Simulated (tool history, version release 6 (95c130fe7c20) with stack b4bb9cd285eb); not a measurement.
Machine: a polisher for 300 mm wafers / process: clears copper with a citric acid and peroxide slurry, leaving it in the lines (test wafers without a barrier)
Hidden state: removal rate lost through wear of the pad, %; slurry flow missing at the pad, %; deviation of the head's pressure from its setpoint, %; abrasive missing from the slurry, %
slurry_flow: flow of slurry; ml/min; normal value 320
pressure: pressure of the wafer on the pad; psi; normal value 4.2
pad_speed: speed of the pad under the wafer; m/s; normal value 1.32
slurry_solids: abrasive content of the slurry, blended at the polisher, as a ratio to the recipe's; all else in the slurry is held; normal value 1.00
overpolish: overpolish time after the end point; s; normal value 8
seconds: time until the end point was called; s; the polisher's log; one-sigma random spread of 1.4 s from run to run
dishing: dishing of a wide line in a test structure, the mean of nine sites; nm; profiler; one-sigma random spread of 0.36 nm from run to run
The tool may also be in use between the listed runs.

run	day	slurry_flow	pressure	pad_speed	slurry_solids	overpolish	wafers since the last listed run	wafers polished on this pad	hours since the slurry nozzle was cleaned	hours since the head pressure was calibrated	hours since the slurry blender was calibrated	incoming thickness of the incoming film, nm	seconds	dishing
1	0.000	320	4.2	0.98	1.00	8	0	896	99.2	995.9	473.4	434.1	150.1	17.8
2	0.746	320	4.2	1.44	1.00	8	87	983	117.1	1013.8	491.3	435.8	116.4	23.3
3	1.075	320	4.2	1.32	1.00	8	38	1021	125.0	1021.7	499.2	427.9	122.1	21.3
4	1.433	320	4.2	1.32	1.00	8	41	1063	133.6	1030.3	507.8	427.5	120.8	21.8
# day 1.625: slurry blender recalibrated
5	1.779	320	4.2	1.32	1.00	10	30	1094	141.9	1038.6	3.7	431.1	122.3	26.6
6	2.196	320	4.2	1.32	1.00	10	48	1142	151.9	1048.6	13.7	424.9	124.0	26.2
7	2.942	320	4.2	1.32	1.00	10	87	1229	169.8	1066.5	31.6	426.6	121.7	27.0
8	4.583	320	4.2	1.32	1.00	8	191	1421	209.2	1105.9	71.0	430.3	122.4	21.5
# day 5.942: worn pad replaced by a new one
9	6.762	320	4.2	1.32	1.00	8	234	95	261.5	1158.2	123.3	432.2	124.6	21.5
10	7.417	320	5.0	1.52	1.00	10	76	171	277.2	1173.9	139.0	430.8	98.6	32.9
# day 7.692: slurry nozzle cleaned
11	8.125	255	4.9	1.32	1.00	10	77	249	10.4	1190.9	156.0	436.9	112.7	28.9
12	8.475	235	4.2	1.32	0.90	8	40	290	18.8	1199.3	164.4	437.9	128.2	21.3
13	8.842	320	4.2	1.32	1.15	8	42	333	27.6	1208.1	173.2	434.5	117.1	22.8
# day 9.017: head pressure recalibrated
14	9.262	320	4.2	1.32	1.00	10	39	372	37.7	5.9	183.3	432.7	123.1	26.4
15	9.854	320	4.2	1.32	1.00	8	69	441	51.9	20.1	197.5	427.0	121.1	21.9
16	10.208	320	4.2	0.98	1.00	8	41	483	60.4	28.6	206.0	436.7	149.6	17.7
17	10.629	235	4.2	1.32	1.00	8	49	532	70.5	38.7	216.1	432.6	128.3	22.0
18	11.238	320	2.8	1.00	1.00	8	70	603	85.1	53.3	230.7	425.4	190.0	14.1
19	11.979	225	4.2	1.32	1.00	8	86	689	102.9	71.1	248.5	429.7	126.6	21.6
20	12.496	320	5.4	1.32	1.00	8	60	749	115.3	83.5	260.9	434.5	103.3	25.1
21	12.804	320	4.2	1.32	1.00	8	35	785	122.7	90.9	268.3	431.0	121.6	21.7
22	13.204	320	4.2	1.60	1.00	12	46	832	132.3	100.5	277.9	425.2	104.2	36.2
23	13.867	230	4.2	1.32	1.00	4	77	909	148.2	116.4	293.8	433.4	123.6	11.3
24	14.412	365	3.6	1.32	0.80	5	63	973	161.3	129.5	306.9	423.7	143.1	12.0
25	14.696	270	4.8	0.92	1.25	8	33	1006	168.1	136.3	313.7	428.3	133.6	20.8
26	15.104	255	2.8	1.32	1.00	8	47	1054	177.9	146.1	323.5	435.5	165.0	16.7
27	15.529	320	4.2	1.32	1.00	8	49	1103	188.1	156.3	333.7	424.1	120.5	21.3
28	15.900	370	4.2	1.20	1.00	8	43	1147	197.0	165.2	342.6	423.9	126.9	20.9
29	16.617	235	4.2	1.32	1.00	8	83	1230	214.2	182.4	359.8	427.9	123.8	21.5

Alternative continuations, all from the tool just after run 29; predict every row:
A	16.638	320	4.2	1.32	1.00	8	2	1233	214.7	182.9	360.3	433.5	?	?
B	16.638	365	4.2	1.44	1.25	8	2	1233	214.7	182.9	360.3	433.5	?	?
C	16.638	350	4.2	1.32	1.00	8	2	1233	214.7	182.9	360.3	433.5	?	?
D	16.638	230	4.2	1.78	1.00	8	2	1233	214.7	182.9	360.3	433.5	?	?

run	seconds	dishing
A	122.4	21.6
B	107.7	24.3
C	121.8	21.7
D	100.5	25.9
Without the tool's hidden state the same runs would have given:
run	seconds	dishing
A	122.4	21.6
B	107.7	24.3
C	121.8	21.7
D	100.5	25.9
